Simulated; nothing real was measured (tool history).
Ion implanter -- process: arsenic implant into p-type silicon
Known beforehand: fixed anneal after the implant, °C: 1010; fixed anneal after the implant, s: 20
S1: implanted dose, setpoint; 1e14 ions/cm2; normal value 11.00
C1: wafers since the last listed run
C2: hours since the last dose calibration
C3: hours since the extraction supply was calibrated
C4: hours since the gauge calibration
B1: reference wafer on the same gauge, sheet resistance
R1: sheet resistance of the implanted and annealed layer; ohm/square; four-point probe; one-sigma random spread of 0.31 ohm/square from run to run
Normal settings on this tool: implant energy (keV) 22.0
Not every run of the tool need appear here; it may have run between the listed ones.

{"run": 1, "hour": 0.0, "S1": 11.0, "implant energy (keV)": 22.0, "C1": 0, "C2": 1452.3, "C3": 3663.9, "C4": 226.1, "B1": 115.02, "R1": 120.47}
{"run": 2, "hour": 37.7, "S1": 11.0, "implant energy (keV)": 25.5, "C1": 1033, "C2": 1490.0, "C3": 3701.6, "C4": 263.8, "B1": 114.88, "R1": 115.76}
{"run": 3, "hour": 96.7, "S1": 11.0, "implant energy (keV)": 25.5, "C1": 1616, "C2": 1549.0, "C3": 3760.6, "C4": 322.8, "B1": 115.03, "R1": 116.16}
{"run": 4, "hour": 140.5, "S1": 11.0, "implant energy (keV)": 22.0, "C1": 1200, "C2": 1592.8, "C3": 3804.4, "C4": 366.6, "B1": 114.96, "R1": 120.39}
{"hour": 304.8, "done": "Faraday cup replaced and dose calibrated"}
{"run": 5, "hour": 335.6, "S1": 12.21, "implant energy (keV)": 22.0, "C1": 5127, "C2": 30.8, "C3": 3999.5, "C4": 561.7, "B1": 114.97, "R1": 116.18}
{"run": 6, "hour": 474.2, "S1": 11.0, "implant energy (keV)": 22.0, "C1": 3797, "C2": 169.4, "C3": 4138.1, "C4": 700.3, "B1": 115.04, "R1": 121.87}
{"run": 7, "hour": 542.3, "S1": 12.97, "implant energy (keV)": 17.5, "C1": 1866, "C2": 237.5, "C3": 4206.2, "C4": 768.4, "B1": 115.1, "R1": 120.3}
{"run": 8, "hour": 569.2, "S1": 12.97, "implant energy (keV)": 17.5, "C1": 737, "C2": 264.4, "C3": 4233.1, "C4": 795.3, "B1": 115.12, "R1": 120.24}
{"hour": 570.7, "done": "gauge calibrated"}
{"run": 9, "hour": 625.5, "S1": 9.43, "implant energy (keV)": 28.0, "C1": 1542, "C2": 320.7, "C3": 4289.4, "C4": 54.8, "B1": 115.15, "R1": 125.55}
{"run": 10, "hour": 728.2, "S1": 9.36, "implant energy (keV)": 22.0, "C1": 2814, "C2": 423.4, "C3": 4392.1, "C4": 157.5, "B1": 115.04, "R1": 132.91}
{"hour": 771.9, "done": "extraction supply calibrated"}
{"run": 11, "hour": 799.3, "S1": 13.48, "implant energy (keV)": 15.5, "C1": 1729, "C2": 494.5, "C3": 27.4, "C4": 228.6, "B1": 114.99, "R1": 121.62}
{"run": 12, "hour": 855.1, "S1": 9.1, "implant energy (keV)": 18.5, "C1": 1529, "C2": 550.3, "C3": 83.2, "C4": 284.4, "B1": 115.05, "R1": 141.16}
{"run": 13, "hour": 916.3, "S1": 11.0, "implant energy (keV)": 26.0, "C1": 1677, "C2": 611.5, "C3": 144.4, "C4": 345.6, "B1": 115.2, "R1": 116.79}
{"run": 14, "hour": 985.2, "S1": 12.44, "implant energy (keV)": 28.5, "C1": 1888, "C2": 680.4, "C3": 213.3, "C4": 414.5, "B1": 114.99, "R1": 107.16}

Forecast each of these 5 alternatives for the next run:
{"run": "A", "hour": 985.6, "S1": 9.35, "implant energy (keV)": 22.0, "C1": 10, "C2": 680.8, "C3": 213.7, "C4": 414.9, "B1": "?", "R1": "?"}
{"run": "B", "hour": 985.6, "S1": 11.0, "implant energy (keV)": 20.0, "C1": 10, "C2": 680.8, "C3": 213.7, "C4": 414.9, "B1": "?", "R1": "?"}
{"run": "C", "hour": 985.6, "S1": 11.0, "implant energy (keV)": 26.5, "C1": 10, "C2": 680.8, "C3": 213.7, "C4": 414.9, "B1": "?", "R1": "?"}
{"run": "D", "hour": 985.6, "S1": 9.09, "implant energy (keV)": 24.5, "C1": 10, "C2": 680.8, "C3": 213.7, "C4": 414.9, "B1": "?", "R1": "?"}
{"run": "E", "hour": 985.6, "S1": 13.05, "implant energy (keV)": 25.0, "C1": 10, "C2": 680.8, "C3": 213.7, "C4": 414.9, "B1": "?", "R1": "?"}

run=A B1=115.08 R1=132.45
run=B B1=115.08 R1=123.99
run=C B1=115.08 R1=115.62
run=D B1=115.08 R1=131.58
run=E B1=115.08 R1=108.26
Stripped of hidden state, with their random variation kept, the same runs would have yielded:
run=A R1=133.37
run=B R1=124.70
run=C R1=116.36
run=D R1=132.54
run=E R1=108.79
